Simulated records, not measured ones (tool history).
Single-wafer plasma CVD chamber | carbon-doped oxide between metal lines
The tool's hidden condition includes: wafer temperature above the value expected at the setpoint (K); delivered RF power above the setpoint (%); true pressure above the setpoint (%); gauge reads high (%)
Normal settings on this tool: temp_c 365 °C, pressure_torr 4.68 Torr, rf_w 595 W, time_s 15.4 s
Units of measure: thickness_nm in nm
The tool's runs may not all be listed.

run,hour,temp_c,pressure_torr,rf_w,time_s,wafers since the last listed run,hours since the last thermocouple change,hours since the last RF generator calibration,hours since the last manometer calibration,hours since the showerhead was replaced,hours since the gauge calibration,"read-back reference wafer on the same gauge, thickness_nm",thickness_nm
1,0,365,4.68,655,15.4,0,2548.5,1677.9,2533.2,5059.3,284,97.369,84.615
# hour 9.3: thermocouple changed; heater temperature recalibrated
2,9.8,365,4.68,655,15.4,42,0.5,1687.7,2543,5069.1,293.8,97.364,84.903
3,14.9,365,4.68,595,15.4,120,5.6,1692.8,2548.1,5074.2,298.9,97.457,77.981
# hour 34.1: capacitance manometer re-zeroed and calibrated
4,34.6,365,4.68,595,15.4,275,25.3,1712.5,0.5,5093.9,318.6,97.391,77.775
5,42.4,365,4.68,595,15.4,183,33.1,1720.3,8.3,5101.7,326.4,97.387,77.796
6,59.2,360,4.37,680,17.1,396,49.9,1737.1,25.1,5118.5,343.2,97.358,96.485
7,74.7,351,4.16,595,13.3,365,65.4,1752.6,40.6,5134,358.7,97.389,68.847
# hour 85.7: gauge calibrated
8,88.7,365,4.68,485,15.4,330,79.4,1766.6,54.6,5148,3,97.358,62.847
9,95.2,365,4.68,595,16.5,153,85.9,1773.1,61.1,5154.5,9.5,97.385,83.043
10,110.6,373,4.68,595,17.3,363,101.3,1788.5,76.5,5169.9,24.9,97.411,85.298
11,127.9,365,5.63,650,17.2,407,118.6,1805.8,93.8,5187.2,42.2,97.409,95.674
12,134.2,365,4.68,595,15.4,148,124.9,1812.1,100.1,5193.5,48.5,97.405,77.907
13,150,365,3.74,595,15.4,372,140.7,1827.9,115.9,5209.3,64.3,97.403,74.96
14,165.3,365,3.58,595,18,360,156,1843.2,131.2,5224.6,79.6,97.447,86.597
15,181,365,4.68,595,15.4,370,171.7,1858.9,146.9,5240.3,95.3,97.407,77.501
# hour 225.6: RF generator calibrated
16,232.5,365,3.83,595,15.4,1025,223.2,6.9,198.4,5291.8,146.8,97.445,81.294
17,239.8,379,3.88,595,15.4,172,230.5,14.2,205.7,5299.1,154.1,97.352,78.873
18,254.7,365,4.68,595,15.4,351,245.4,29.1,220.6,5314,169,97.443,84.068
19,266.7,365,4.68,595,15.4,282,257.4,41.1,232.6,5326,181,97.401,83.879
20,272.7,365,3.83,595,15.4,141,263.4,47.1,238.6,5332,187,97.337,80.674
# hour 295.9: showerhead replaced
21,296.4,365,5.09,535,15.4,370,287.1,70.8,262.3,0.5,210.7,97.373,76.963
22,338,365,4.68,595,15.4,980,328.7,112.4,303.9,42.1,252.3,97.486,83.646
23,355.2,365,4.68,490,16.7,405,345.9,129.6,321.1,59.3,269.5,97.456,74.995
24,365.5,370,5.12,690,17.2,242,356.2,139.9,331.4,69.6,279.8,97.414,105.288
25,382.6,378,4.68,595,16.9,403,373.3,157,348.5,86.7,296.9,97.369,88.495
26,393.2,365,4.68,595,15.4,249,383.9,167.6,359.1,97.3,307.5,97.477,83.737
# hour 398.1: gauge calibrated
27,409.4,365,3.91,595,13,381,400.1,183.8,375.3,113.5,11.3,97.363,68.472
28,422.7,365,4.68,595,15.4,313,413.4,197.1,388.6,126.8,24.6,97.403,83.473

Predict each of these 5 candidate next runs independently; none follows another, all start after run 28:
A,423.1,365,4.68,595,15.4,9,413.8,197.5,389,127.2,25,?,?
B,423.1,379,4.68,540,16.6,9,413.8,197.5,389,127.2,25,?,?
C,423.1,365,5.49,595,15.4,9,413.8,197.5,389,127.2,25,?,?
D,423.1,365,4.68,650,18.4,9,413.8,197.5,389,127.2,25,?,?
E,423.1,365,5.57,595,14.1,9,413.8,197.5,389,127.2,25,?,?

run,"read-back reference wafer on the same gauge, thickness_nm",thickness_nm
A,97.377,82.426
B,97.377,78.45
C,97.377,84.522
D,97.377,105.853
E,97.377,77.638
Take away the tool's hidden state, keep each run's random variation, and the runs would have read:
run,thickness_nm
A,83.181
B,79.189
C,85.297
D,106.803
E,78.35

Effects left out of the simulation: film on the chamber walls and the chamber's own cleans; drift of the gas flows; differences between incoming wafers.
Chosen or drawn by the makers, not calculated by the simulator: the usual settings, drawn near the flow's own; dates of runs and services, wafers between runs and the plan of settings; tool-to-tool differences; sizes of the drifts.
